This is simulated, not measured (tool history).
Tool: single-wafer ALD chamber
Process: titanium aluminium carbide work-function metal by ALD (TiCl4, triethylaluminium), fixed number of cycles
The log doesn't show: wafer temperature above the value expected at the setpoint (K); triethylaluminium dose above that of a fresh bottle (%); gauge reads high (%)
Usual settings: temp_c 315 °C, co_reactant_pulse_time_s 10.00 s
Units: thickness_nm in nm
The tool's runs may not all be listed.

run	hour	temp_c	co_reactant_pulse_time_s	wafers since the last listed run	hours since the last thermocouple change	hours since the last triethylaluminium bottle change	hours since the showerhead was replaced	hours since the gauge calibration	read-back reference wafer on the same gauge, thickness_nm	thickness_nm
1	0.0	315	10.00	0	1070.5	172.5	6041.5	109.6	2.335	2.165
2	59.9	315	10.00	578	1130.4	232.4	6101.4	169.5	2.342	2.163
3	154.3	315	10.00	912	1224.8	326.8	6195.8	263.9	2.336	2.170
4	213.1	315	10.00	568	1283.6	385.6	6254.6	322.7	2.340	2.144
# hour 273.2: triethylaluminium bottle replaced
5	310.1	309	8.00	859	1380.6	36.9	6351.6	419.7	2.340	2.044
# hour 609.0: showerhead replaced
6	610.3	309	8.00	2823	1680.8	337.1	1.3	719.9	2.342	2.005
7	700.5	305	10.00	871	1771.0	427.3	91.5	810.1	2.339	2.045
# hour 750.8: triethylaluminium bottle replaced
# hour 783.0: thermocouple changed; heater temperature recalibrated
8	793.1	315	10.00	740	10.1	42.3	184.1	902.7	2.343	2.169
# hour 848.6: gauge calibrated
9	874.9	323	10.00	790	91.9	124.1	265.9	26.3	2.337	2.239
10	942.8	322	10.00	656	159.8	192.0	333.8	94.2	2.340	2.222
11	1030.8	315	11.22	850	247.8	280.0	421.8	182.2	2.340	2.192
12	1128.2	323	7.80	941	345.2	377.4	519.2	279.6	2.338	2.129
13	1187.5	315	10.00	573	404.5	436.7	578.5	338.9	2.337	2.132

The next listed run, before its measurement:
# hour 1225.0: triethylaluminium bottle replaced
14	1496.0	327	8.62	2903	713.0	271.0	887.0	647.4	?	?

read-back reference wafer on the same gauge, thickness_nm: 2.340
thickness_nm: 2.224 nm
Without the tool's hidden state the same run would have given thickness_nm 2.258 nm.
